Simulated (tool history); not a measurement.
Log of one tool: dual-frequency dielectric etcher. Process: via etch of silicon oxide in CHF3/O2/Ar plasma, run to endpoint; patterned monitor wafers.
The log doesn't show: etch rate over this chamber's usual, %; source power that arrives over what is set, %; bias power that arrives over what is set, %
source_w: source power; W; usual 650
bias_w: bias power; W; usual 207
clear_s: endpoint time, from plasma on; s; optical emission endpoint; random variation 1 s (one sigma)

run   hour  source_w  bias_w  wafers since the last listed run  hours since the last wet clean  hours since the last source power generator calibration  hours since the last bias power generator calibration  hours since the last upper electrode change  incoming incoming film thickness, nm  clear_s
  1      0       650     207                                 0                           374.9                                                   3614.7                                                 2468.2                                       1826.3                                 812.7    349.3
  2   21.3       650     207                                68                           396.2                                                     3636                                                 2489.5                                       1847.6                                   806    347.8
  3   38.9       620     220                                56                           413.8                                                   3653.6                                                 2507.1                                       1865.2                                 814.4    347.4
  4   70.3       620     220                               100                           445.2                                                     3685                                                 2538.5                                       1896.6                                 814.6    346.7
     108.8  -- wet clean of the chamber
  5  109.3       620     220                                48                             0.5                                                     3724                                                 2577.5                                       1935.6                                 816.9    341.6
  6  131.5       650     207                                71                            22.7                                                   3746.2                                                 2599.7                                       1957.8                                   809    340.6
  7  148.2       590     207                                53                            39.4                                                   3762.9                                                 2616.4                                       1974.5                                 814.7    357.1
  8  174.1       590     207                                83                            65.3                                                   3788.8                                                 2642.3                                       2000.4                                 815.6      357
  9    193       720     235                                60                            84.2                                                   3807.7                                                 2661.2                                       2019.3                                 820.9    318.4
 10  218.3       650     207                                81                           109.5                                                     3833                                                 2686.5                                       2044.6                                 820.3    347.3
     235.7  -- source power generator calibrated
 11  254.1       650     207                               102                           145.3                                                     18.4                                                 2722.3                                       2080.4                                 806.6    342.9
 12  286.6       650     207                               104                           177.8                                                     50.9                                                 2754.8                                       2112.9                                 814.4    347.4
 13  306.8       650     234                                64                             198                                                     71.1                                                   2775                                       2133.1                                 816.4    331.7
 14  339.4       650     207                               104                           230.6                                                    103.7                                                 2807.6                                       2165.7                                 820.3    348.2
     359.9  -- bias power generator calibrated
 15  366.4       650     207                                73                           257.6                                                    130.7                                                    6.5                                       2192.7                                 816.1    348.1
 16    386       650     207                                62                           277.2                                                    150.3                                                   26.1                                       2212.3                                 818.3    348.9
 17  402.5       790     232                                53                           293.7                                                    166.8                                                   42.6                                       2228.8                                 814.5    311.1
 18    421       500     207                                59                           312.2                                                    185.3                                                   61.1                                       2247.3                                 811.7    377.6
 19  446.1       650     207                                80                           337.3                                                    210.4                                                   86.2                                       2272.4                                 814.6    347.6
 20  459.2       650     255                                42                           350.4                                                    223.5                                                   99.3                                       2285.5                                 821.6    322.9
     510.6  -- upper electrode replaced
 21  511.1       500     238                                89                           402.3                                                    275.4                                                  151.2                                          0.5                                 819.5    361.5
 22  525.3       780     173                                45                           416.5                                                    289.6                                                  165.4                                         14.7                                 815.6    353.1
     566.9  -- wet clean of the chamber
 23  567.4       730     207                                58                             0.5                                                    331.7                                                  207.5                                         56.8                                 807.8      327
 24  578.4       650     207                                35                            11.5                                                    342.7                                                  218.5                                         67.8                                 812.3    342.3
 25  597.2       650     207                                60                            30.3                                                    361.5                                                  237.3                                         86.6                                 803.3    338.9
 26  620.7       650     207                                75                            53.8                                                      385                                                  260.8                                        110.1                                 815.9    344.7
 27  655.9       650     222                               113                              89                                                    420.2                                                    296                                        145.3                                 812.7    333.5
 28  678.2       650     155                                71                           111.3                                                    442.5                                                  318.3                                        167.6                                 807.6    387.8
 29  711.3       760     207                               106                           144.4                                                    475.6                                                  351.4                                        200.7                                 817.4    328.9
 30  731.1       750     207                                63                           164.2                                                    495.4                                                  371.2                                        220.5                                 806.4    324.7
 31  755.8       650     207                                79                           188.9                                                    520.1                                                  395.9                                        245.2                                 813.4    344.9
 32    781       650     207                                80                           214.1                                                    545.3                                                  421.1                                        270.4                                 820.9      349
 33  810.4       550     207                                94                           243.5                                                    574.7                                                  450.5                                        299.8                                 820.8    368.9
 34  842.7       650     207                               103                           275.8                                                      607                                                  482.8                                        332.1                                 821.7    351.2

5 ways to go on from here, each from the tool as it stands after run 34. What would each give?
  A  843.2       650     207                                 1                           276.3                                                    607.5                                                  483.3                                        332.6                                 817.7        ?
  B  843.2       800     207                                 1                           276.3                                                    607.5                                                  483.3                                        332.6                                 817.7        ?
  C  843.2       760     222                                 1                           276.3                                                    607.5                                                  483.3                                        332.6                                 817.7        ?
  D  843.2       740     239                                 1                           276.3                                                    607.5                                                  483.3                                        332.6                                 817.7        ?
  E  843.2       760     256                                 1                           276.3                                                    607.5                                                  483.3                                        332.6                                 817.7        ?

run  clear_s
  A    348.3
  B    324.8
  C    321.1
  D    314.3
  E    302.8
Without the tool's hidden state the same runs would have given:
run  clear_s
  A    344.1
  B    320.9
  C    317.2
  D    310.5
  E    299.1

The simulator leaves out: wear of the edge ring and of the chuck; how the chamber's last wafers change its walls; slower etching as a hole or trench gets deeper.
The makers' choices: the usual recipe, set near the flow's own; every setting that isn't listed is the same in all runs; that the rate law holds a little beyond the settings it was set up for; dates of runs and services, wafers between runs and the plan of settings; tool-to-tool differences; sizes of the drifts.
